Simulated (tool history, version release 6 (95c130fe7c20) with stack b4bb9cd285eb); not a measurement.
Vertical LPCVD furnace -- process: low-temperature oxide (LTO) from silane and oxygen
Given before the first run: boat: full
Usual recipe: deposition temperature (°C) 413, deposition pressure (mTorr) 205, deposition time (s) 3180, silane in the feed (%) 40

run	hour	deposition temperature (°C)	deposition pressure (mTorr)	deposition time (s)	silane in the feed (%)	wafers since the last listed run	hours since the last temperature calibration	hours since the pressure gauge was zeroed	hours since the silane flow controller was replaced	hours since the gauge calibration	read-back reference wafer on the same gauge, thickness	film thickness on the monitor wafer in the middle of the boat (Å)
1	0.0	408	205	3180	40	0	4314.4	1440.7	6202.4	128.0	418.13	5067.0
2	15.5	413	245	3180	40	341	4329.9	1456.2	6217.9	143.5	418.26	6353.1
3	24.6	413	245	3180	40	200	4339.0	1465.3	6227.0	152.6	418.09	6319.0
4	38.4	413	205	3180	40	304	4352.8	1479.1	6240.8	166.4	417.99	5332.3
5	50.8	413	205	3180	40	273	4365.2	1491.5	6253.2	178.8	417.89	5312.6
6	63.5	413	205	3180	40	280	4377.9	1504.2	6265.9	191.5	417.80	5356.5
7	74.7	413	205	3180	40	247	4389.1	1515.4	6277.1	202.7	417.88	5371.3
8	97.6	413	205	3180	36	505	4412.0	1538.3	6300.0	225.6	418.14	4686.0
9	114.4	413	205	3180	40	370	4428.8	1555.1	6316.8	242.4	418.07	5361.6
10	131.8	413	205	3180	40	383	4446.2	1572.5	6334.2	259.8	418.25	5363.2
11	144.2	413	175	3180	40	273	4458.6	1584.9	6346.6	272.2	418.16	4584.6
12	173.7	413	175	3180	40	650	4488.1	1614.4	6376.1	301.7	418.01	4626.7
13	189.5	413	205	3480	40	348	4503.9	1630.2	6391.9	317.5	417.97	5896.6
# hour 220.3: thermocouples replaced and temperature profile calibrated
# hour 234.2: silane flow controller replaced
# hour 238.0: pressure gauge zeroed
14	238.5	413	205	3180	40	161	18.2	0.5	4.3	366.5	417.74	5155.6
15	242.1	413	205	3180	40	79	21.8	4.1	7.9	370.1	417.90	5168.5
# hour 242.3: gauge calibrated
16	245.8	413	205	3180	46	81	25.5	7.8	11.6	3.5	417.80	5958.1
17	249.5	413	180	3180	43	81	29.2	11.5	15.3	7.2	417.73	4902.3
18	253.2	418	205	3180	45	81	32.9	15.2	19.0	10.9	417.82	6176.6
19	261.9	419	230	2490	38	191	41.6	23.9	27.7	19.6	417.83	4541.8
20	314.4	413	205	3180	40	1157	94.1	76.4	80.2	72.1	417.79	5161.9
21	323.9	413	205	3180	35	209	103.6	85.9	89.7	81.6	417.91	4388.4
22	333.7	413	205	3180	40	216	113.4	95.7	99.5	91.4	417.81	5159.6
23	344.2	413	205	3180	38	231	123.9	106.2	110.0	101.9	417.92	4868.2
24	359.1	413	205	3180	34	328	138.8	121.1	124.9	116.8	417.78	4246.0
25	370.5	416	205	3180	48	251	150.2	132.5	136.3	128.2	418.31	6402.7
26	383.2	404	205	3180	40	280	162.9	145.2	149.0	140.9	417.95	4715.9
27	390.8	413	205	3180	40	167	170.5	152.8	156.6	148.5	417.78	5165.1
28	403.4	413	220	4380	40	277	183.1	165.4	169.2	161.1	418.28	7643.5
29	424.2	413	205	3180	40	458	203.9	186.2	190.0	181.9	417.88	5178.3
30	431.8	413	230	3180	40	167	211.5	193.8	197.6	189.5	417.92	5796.5
31	450.1	413	205	3180	40	403	229.8	212.1	215.9	207.8	417.98	5213.2

Alternative continuations, all from the tool just after run 31; predict every row:
A	453.9	413	205	3180	40	83	233.6	215.9	219.7	211.6	?	?
B	453.9	413	205	2160	40	83	233.6	215.9	219.7	211.6	?	?
C	453.9	424	160	4380	46	83	233.6	215.9	219.7	211.6	?	?
D	453.9	424	205	3540	35	83	233.6	215.9	219.7	211.6	?	?

run	read-back reference wafer on the same gauge, thickness	film thickness on the monitor wafer in the middle of the boat (Å)
A	417.88	5204.9
B	417.88	3535.4
C	417.88	7241.2
D	417.88	5533.1
Take away the tool's hidden state, keep each run's random variation, and the runs would have read:
run	film thickness on the monitor wafer in the middle of the boat (Å)
A	5131.8
B	3485.7
C	7111.3
D	5455.3

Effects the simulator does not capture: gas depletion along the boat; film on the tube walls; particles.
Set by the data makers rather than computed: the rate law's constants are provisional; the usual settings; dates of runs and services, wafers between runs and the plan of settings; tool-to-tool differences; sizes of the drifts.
